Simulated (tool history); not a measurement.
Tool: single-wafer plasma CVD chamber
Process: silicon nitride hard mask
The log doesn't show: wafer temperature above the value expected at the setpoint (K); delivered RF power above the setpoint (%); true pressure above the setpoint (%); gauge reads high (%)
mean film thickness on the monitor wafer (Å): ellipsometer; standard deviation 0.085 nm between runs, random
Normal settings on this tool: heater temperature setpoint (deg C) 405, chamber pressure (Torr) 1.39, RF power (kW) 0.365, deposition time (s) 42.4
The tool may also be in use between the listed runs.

run	day	heater temperature setpoint (deg C)	chamber pressure (Torr)	RF power (kW)	deposition time (s)	wafers since the last listed run	hours since the last thermocouple change	hours since the last RF generator calibration	hours since the last manometer calibration	hours since the showerhead was replaced	hours since the gauge calibration	read-back reference wafer on the same gauge, thickness_nm	mean film thickness on the monitor wafer (Å)
1	0.000	405	1.39	0.365	42.4	0	895.8	1660.9	2181.8	2383.2	746.0	48.377	489.87
2	2.104	405	1.39	0.365	42.4	1006	946.3	1711.4	2232.3	2433.7	796.5	48.384	487.92
3	4.279	405	1.39	0.365	42.4	1040	998.5	1763.6	2284.5	2485.9	848.7	48.404	487.50
# day 4.321: gauge calibrated
4	6.021	405	1.39	0.365	42.4	833	1040.3	1805.4	2326.3	2527.7	40.8	48.411	488.46
5	8.954	405	1.39	0.365	42.4	1403	1110.7	1875.8	2396.7	2598.1	111.2	48.416	488.53
6	11.617	405	1.39	0.365	42.4	1274	1174.6	1939.7	2460.6	2662.0	175.1	48.424	487.70
7	12.925	405	1.23	0.365	42.4	626	1206.0	1971.1	2492.0	2693.4	206.5	48.366	471.66
8	14.329	405	1.23	0.365	42.4	671	1239.7	2004.8	2525.7	2727.1	240.2	48.448	470.68
# day 16.404: thermocouple changed; heater temperature recalibrated
9	16.688	405	1.23	0.365	42.4	969	6.8	2061.4	2582.3	2783.7	296.8	48.365	471.40
10	18.150	405	1.39	0.365	42.4	699	41.9	2096.5	2617.4	2818.8	331.9	48.407	487.36
# day 18.521: RF generator calibrated
# day 18.742: showerhead replaced
11	20.317	405	1.39	0.365	42.4	769	93.9	43.1	2669.4	37.8	383.9	48.391	503.92
12	21.538	405	1.39	0.365	42.4	584	123.2	72.4	2698.7	67.1	413.2	48.407	503.49
# day 22.075: capacitance manometer re-zeroed and calibrated
13	23.125	399	1.39	0.365	37.4	600	161.3	110.5	25.2	105.2	451.3	48.426	435.09
14	25.175	411	1.56	0.365	49.6	980	210.5	159.7	74.4	154.4	500.5	48.427	593.45
15	26.821	416	1.39	0.385	38.8	787	250.0	199.2	113.9	193.9	540.0	48.415	458.65
16	29.383	405	1.39	0.365	42.4	1226	311.5	260.7	175.4	255.4	601.5	48.376	494.13
17	31.975	405	1.39	0.365	42.4	1240	373.7	322.9	237.6	317.6	663.7	48.415	490.94
18	33.883	405	1.39	0.365	47.2	913	419.5	368.7	283.4	363.4	709.5	48.411	548.79
# day 34.633: gauge calibrated
19	36.708	399	1.39	0.340	42.4	1351	487.3	436.5	351.2	431.2	49.8	48.402	478.78
20	39.125	411	1.68	0.365	42.4	1156	545.3	494.5	409.2	489.2	107.8	48.438	517.31
21	41.233	418	1.39	0.365	38.1	1008	595.9	545.1	459.8	539.8	158.4	48.408	439.36
22	42.838	405	1.39	0.365	49.9	767	634.4	583.6	498.3	578.3	196.9	48.424	577.76
23	44.017	405	1.67	0.365	42.4	564	662.7	611.9	526.6	606.6	225.2	48.404	517.25

What the log doesn't show, run by run:
wafer temperature above the value expected at the setpoint (K): 0 at every run
gauge reads high (%): 0 at every run
H1: delivered RF power above the setpoint (%)
H2: true pressure above the setpoint (%)
run	H1	H2
1	-6.9	7.65
2	-7.09	7.8
3	-7.3	7.96
4	-7.46	8.08
5	-7.73	8.29
6	-7.98	8.48
7	-8.1	8.58
8	-8.24	8.68
9	-8.46	8.85
10	-8.59	8.95
11	-0.594	9.11
12	-0.709	9.2
13	-0.857	1.07
14	-1.05	1.22
15	-1.2	1.33
16	-1.44	1.52
17	-1.68	1.7
18	-1.86	1.84
19	-2.13	2.05
20	-2.35	2.22
21	-2.55	2.37
22	-2.7	2.49
23	-2.81	2.57

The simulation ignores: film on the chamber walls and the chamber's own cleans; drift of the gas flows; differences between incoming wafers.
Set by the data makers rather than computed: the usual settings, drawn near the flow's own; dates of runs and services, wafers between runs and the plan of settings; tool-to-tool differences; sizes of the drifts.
